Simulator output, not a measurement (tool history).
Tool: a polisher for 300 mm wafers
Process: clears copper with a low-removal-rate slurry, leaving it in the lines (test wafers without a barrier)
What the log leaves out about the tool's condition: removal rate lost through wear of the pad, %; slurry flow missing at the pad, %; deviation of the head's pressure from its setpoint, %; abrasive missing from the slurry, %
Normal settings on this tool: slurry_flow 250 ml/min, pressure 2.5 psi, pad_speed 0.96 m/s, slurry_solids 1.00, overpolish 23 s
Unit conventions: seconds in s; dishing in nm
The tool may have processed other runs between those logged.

run,hour,slurry_flow,pressure,pad_speed,slurry_solids,overpolish,wafers since the last listed run,wafers polished on this pad,hours since the slurry nozzle was cleaned,hours since the head pressure was calibrated,hours since the slurry blender was calibrated,"incoming thickness of the incoming film, nm",seconds,dishing
1,0.0,250,2.5,0.96,1.00,23,0,1149,689.9,302.5,3.3,283.2,104.7,44.3
2,17.1,250,2.5,0.96,1.00,23,119,1269,707.0,319.6,20.4,278.4,104.6,43.1
# hour 24.9: worn pad replaced by a new one
3,28.9,250,2.5,0.96,1.00,23,54,27,718.8,331.4,32.2,284.6,98.9,45.1
4,37.6,250,2.5,0.96,1.00,23,60,88,727.5,340.1,40.9,281.1,94.7,46.3
5,55.3,250,2.5,0.96,1.00,23,123,212,745.2,357.8,58.6,277.7,96.4,46.9
6,67.2,250,2.5,0.96,1.00,23,83,295,757.1,369.7,70.5,280.9,97.3,46.1
7,80.9,250,2.5,0.96,1.00,23,95,391,770.8,383.4,84.2,278.0,97.1,46.6
8,98.9,250,2.5,0.96,1.00,23,125,517,788.8,401.4,102.2,281.9,98.1,45.0
9,109.4,250,2.5,0.96,1.00,23,73,590,799.3,411.9,112.7,280.9,99.2,46.2
# hour 128.8: slurry blender recalibrated
# hour 130.3: slurry nozzle cleaned
# hour 148.6: head pressure recalibrated
10,158.4,250,2.5,0.96,1.00,23,307,898,28.1,9.8,29.6,284.0,103.6,44.7
11,172.1,250,2.5,0.96,1.00,23,95,993,41.8,23.5,43.3,276.2,101.8,44.1
12,185.2,250,2.5,0.96,1.00,23,91,1085,54.9,36.6,56.4,281.8,105.8,44.0
13,199.1,250,2.5,1.06,1.00,23,97,1182,68.8,50.5,70.3,283.8,96.4,46.9
14,207.5,250,2.5,0.96,1.00,23,58,1241,77.2,58.9,78.7,278.7,105.0,43.4
15,219.0,250,2.1,0.78,1.00,30,80,1321,88.7,70.4,90.2,278.9,153.3,39.2
16,231.8,250,2.5,0.96,1.20,37,89,1411,101.5,83.2,103.0,284.0,101.0,66.1
17,244.2,250,2.5,0.96,1.00,23,86,1497,113.9,95.6,115.4,281.1,105.9,43.1
# hour 248.8: worn pad replaced by a new one
18,252.9,250,2.1,0.96,1.00,23,32,28,122.6,104.3,124.1,279.5,115.4,40.5
# hour 257.4: slurry blender recalibrated
19,267.6,250,2.5,0.96,1.00,23,88,117,137.3,119.0,10.2,278.7,96.0,47.7
20,281.8,250,2.5,0.96,0.75,23,99,216,151.5,133.2,24.4,284.3,109.1,42.6
21,296.9,250,2.5,0.96,1.00,23,105,322,166.6,148.3,39.5,285.4,101.6,45.6
22,304.3,325,2.0,1.22,0.85,23,51,373,174.0,155.7,46.9,275.0,99.2,42.7
23,317.7,250,2.9,0.96,1.00,23,93,467,187.4,169.1,60.3,277.7,85.5,50.8
24,328.5,250,2.5,0.96,1.00,16,75,542,198.2,179.9,71.1,280.3,98.4,33.5
25,337.7,250,1.6,1.24,1.00,23,64,607,207.4,189.1,80.3,278.4,122.2,35.5

Subtracting, for every run, the result it would have given without the tool's unlogged condition from the measured result gives the following. The same run-to-run variation enters both numbers; the gauge's scatter may not:
run,seconds,dishing
1,+8.0,-3.2
2,+8.9,-3.4
3,+0.2,-0.1
4,+0.6,-0.3
5,+1.4,-0.6
6,+2.0,-0.8
7,+2.6,-1.1
8,+3.4,-1.4
9,+3.9,-1.6
10,+6.4,-2.5
11,+7.0,-2.7
12,+7.8,-3.1
13,+7.8,-3.5
14,+8.9,-3.4
15,+13.7,-3.3
16,+9.6,-5.3
17,+10.7,-4.1
18,+1.4,-0.4
19,+1.7,-0.8
20,+2.7,-1.0
21,+3.2,-1.3
22,+3.5,-1.3
23,+3.5,-1.8
24,+4.5,-1.5
25,+6.2,-1.6
